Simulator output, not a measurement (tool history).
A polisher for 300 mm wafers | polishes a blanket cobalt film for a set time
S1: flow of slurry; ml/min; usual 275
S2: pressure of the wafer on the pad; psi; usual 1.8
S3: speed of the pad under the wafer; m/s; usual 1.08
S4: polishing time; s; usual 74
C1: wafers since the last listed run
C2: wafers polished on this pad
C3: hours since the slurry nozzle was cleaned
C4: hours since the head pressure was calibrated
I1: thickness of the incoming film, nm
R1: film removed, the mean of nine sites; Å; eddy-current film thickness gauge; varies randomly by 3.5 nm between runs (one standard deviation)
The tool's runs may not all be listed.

{"run": 1, "hour": 0.0, "S1": 275, "S2": 1.8, "S3": 1.08, "S4": 54, "C1": 0, "C2": 347, "C3": 425.0, "C4": 207.4, "I1": 1415.4, "R1": 3223}
{"run": 2, "hour": 27.6, "S1": 275, "S2": 1.8, "S3": 1.08, "S4": 54, "C1": 367, "C2": 715, "C3": 452.6, "C4": 235.0, "I1": 1424.8, "R1": 3232}
{"run": 3, "hour": 42.0, "S1": 275, "S2": 1.8, "S3": 0.82, "S4": 74, "C1": 191, "C2": 906, "C3": 467.0, "C4": 249.4, "I1": 1426.9, "R1": 3375}
{"run": 4, "hour": 57.5, "S1": 275, "S2": 1.8, "S3": 0.82, "S4": 74, "C1": 206, "C2": 1113, "C3": 482.5, "C4": 264.9, "I1": 1413.6, "R1": 3430}
{"hour": 76.5, "done": "head pressure recalibrated"}
{"run": 5, "hour": 83.4, "S1": 275, "S2": 1.8, "S3": 1.08, "S4": 74, "C1": 318, "C2": 1431, "C3": 508.4, "C4": 6.9, "I1": 1418.2, "R1": 4229}
{"run": 6, "hour": 102.8, "S1": 275, "S2": 1.8, "S3": 1.08, "S4": 74, "C1": 258, "C2": 1690, "C3": 527.8, "C4": 26.3, "I1": 1427.8, "R1": 4272}
{"run": 7, "hour": 121.8, "S1": 275, "S2": 1.8, "S3": 1.08, "S4": 74, "C1": 253, "C2": 1943, "C3": 546.8, "C4": 45.3, "I1": 1427.9, "R1": 4285}
{"hour": 128.3, "done": "worn pad replaced by a new one"}
{"hour": 136.3, "done": "slurry nozzle cleaned"}
{"run": 8, "hour": 140.6, "S1": 275, "S2": 1.6, "S3": 0.84, "S4": 74, "C1": 183, "C2": 150, "C3": 4.3, "C4": 64.1, "I1": 1431.9, "R1": 2994}
{"run": 9, "hour": 161.2, "S1": 275, "S2": 2.2, "S3": 1.08, "S4": 74, "C1": 274, "C2": 425, "C3": 24.9, "C4": 84.7, "I1": 1417.0, "R1": 5234}
{"run": 10, "hour": 194.0, "S1": 275, "S2": 2.2, "S3": 1.08, "S4": 74, "C1": 436, "C2": 861, "C3": 57.7, "C4": 117.5, "I1": 1407.2, "R1": 5208}
{"run": 11, "hour": 221.0, "S1": 275, "S2": 1.8, "S3": 1.26, "S4": 74, "C1": 359, "C2": 1221, "C3": 84.7, "C4": 144.5, "I1": 1418.8, "R1": 5096}
{"run": 12, "hour": 236.7, "S1": 275, "S2": 1.8, "S3": 1.26, "S4": 74, "C1": 209, "C2": 1430, "C3": 100.4, "C4": 160.2, "I1": 1394.4, "R1": 5082}
{"run": 13, "hour": 269.4, "S1": 275, "S2": 1.8, "S3": 1.08, "S4": 74, "C1": 435, "C2": 1866, "C3": 133.1, "C4": 192.9, "I1": 1411.5, "R1": 4374}
{"hour": 288.9, "done": "worn pad replaced by a new one"}
{"run": 14, "hour": 304.7, "S1": 275, "S2": 1.8, "S3": 1.08, "S4": 74, "C1": 416, "C2": 210, "C3": 168.4, "C4": 228.2, "I1": 1393.5, "R1": 4404}
{"run": 15, "hour": 333.5, "S1": 200, "S2": 1.8, "S3": 1.08, "S4": 74, "C1": 383, "C2": 594, "C3": 197.2, "C4": 257.0, "I1": 1394.9, "R1": 4226}
{"hour": 351.4, "done": "head pressure recalibrated"}
{"run": 16, "hour": 368.6, "S1": 275, "S2": 1.8, "S3": 1.08, "S4": 74, "C1": 440, "C2": 1034, "C3": 232.3, "C4": 17.2, "I1": 1409.1, "R1": 4672}
{"run": 17, "hour": 395.1, "S1": 275, "S2": 1.8, "S3": 0.82, "S4": 74, "C1": 352, "C2": 1387, "C3": 258.8, "C4": 43.7, "I1": 1411.6, "R1": 3539}
{"run": 18, "hour": 409.6, "S1": 275, "S2": 1.8, "S3": 1.08, "S4": 74, "C1": 193, "C2": 1580, "C3": 273.3, "C4": 58.2, "I1": 1392.1, "R1": 4649}
{"hour": 431.8, "done": "worn pad replaced by a new one"}
{"run": 19, "hour": 442.4, "S1": 310, "S2": 2.0, "S3": 1.26, "S4": 54, "C1": 383, "C2": 141, "C3": 306.1, "C4": 91.0, "I1": 1394.1, "R1": 4430}
{"run": 20, "hour": 461.7, "S1": 275, "S2": 1.8, "S3": 1.08, "S4": 74, "C1": 257, "C2": 398, "C3": 325.4, "C4": 110.3, "I1": 1386.8, "R1": 4655}
{"run": 21, "hour": 488.5, "S1": 235, "S2": 1.8, "S3": 1.08, "S4": 74, "C1": 356, "C2": 755, "C3": 352.2, "C4": 137.1, "I1": 1413.2, "R1": 4614}
{"hour": 492.1, "done": "head pressure recalibrated, repeated, since the last time left the tool worse"}
{"run": 22, "hour": 503.6, "S1": 320, "S2": 2.3, "S3": 0.76, "S4": 67, "C1": 174, "C2": 930, "C3": 367.3, "C4": 11.5, "I1": 1401.0, "R1": 3486}
{"run": 23, "hour": 535.9, "S1": 275, "S2": 1.8, "S3": 1.08, "S4": 74, "C1": 430, "C2": 1360, "C3": 399.6, "C4": 43.8, "I1": 1429.9, "R1": 4178}
{"hour": 569.5, "done": "worn pad replaced by a new one"}
{"hour": 573.5, "done": "slurry nozzle cleaned"}
{"run": 24, "hour": 588.7, "S1": 275, "S2": 1.8, "S3": 1.08, "S4": 74, "C1": 636, "C2": 241, "C3": 15.2, "C4": 96.6, "I1": 1428.4, "R1": 4296}
{"run": 25, "hour": 611.3, "S1": 350, "S2": 2.3, "S3": 1.4, "S4": 83, "C1": 301, "C2": 542, "C3": 37.8, "C4": 119.2, "I1": 1404.0, "R1": 8154}
{"run": 26, "hour": 629.2, "S1": 340, "S2": 2.0, "S3": 1.08, "S4": 89, "C1": 238, "C2": 781, "C3": 55.7, "C4": 137.1, "I1": 1398.7, "R1": 5890}
{"run": 27, "hour": 663.9, "S1": 275, "S2": 1.8, "S3": 1.08, "S4": 60, "C1": 462, "C2": 1243, "C3": 90.4, "C4": 171.8, "I1": 1428.6, "R1": 3510}
{"run": 28, "hour": 679.8, "S1": 275, "S2": 1.8, "S3": 0.94, "S4": 92, "C1": 211, "C2": 1455, "C3": 106.3, "C4": 187.7, "I1": 1406.0, "R1": 4636}
{"run": 29, "hour": 692.4, "S1": 275, "S2": 1.8, "S3": 1.08, "S4": 58, "C1": 167, "C2": 1623, "C3": 118.9, "C4": 200.3, "I1": 1422.5, "R1": 3433}
{"hour": 717.4, "done": "worn pad replaced by a new one"}
{"run": 30, "hour": 767.6, "S1": 275, "S2": 1.8, "S3": 0.74, "S4": 89, "C1": 948, "C2": 669, "C3": 194.1, "C4": 275.5, "I1": 1414.3, "R1": 3697}

Same runs, no hidden state in the tool, same run-to-run variation:
Hidden state present: removal rate lost through wear of the pad, %; slurry flow missing at the pad, %; deviation of the head's pressure from its setpoint, %.
run=1 R1=3104
run=2 R1=3099
run=3 R1=3229
run=4 R1=3274
run=5 R1=4228
run=6 R1=4258
run=7 R1=4258
run=8 R1=2967
run=9 R1=5169
run=10 R1=5118
run=11 R1=4987
run=12 R1=4961
run=13 R1=4249
run=14 R1=4255
run=15 R1=4065
run=16 R1=4284
run=17 R1=3233
run=18 R1=4237
run=19 R1=4019
run=20 R1=4211
run=21 R1=4158
run=22 R1=3487
run=23 R1=4158
run=24 R1=4240
run=25 R1=8019
run=26 R1=5777
run=27 R1=3424
run=28 R1=4511
run=29 R1=3335
run=30 R1=3551

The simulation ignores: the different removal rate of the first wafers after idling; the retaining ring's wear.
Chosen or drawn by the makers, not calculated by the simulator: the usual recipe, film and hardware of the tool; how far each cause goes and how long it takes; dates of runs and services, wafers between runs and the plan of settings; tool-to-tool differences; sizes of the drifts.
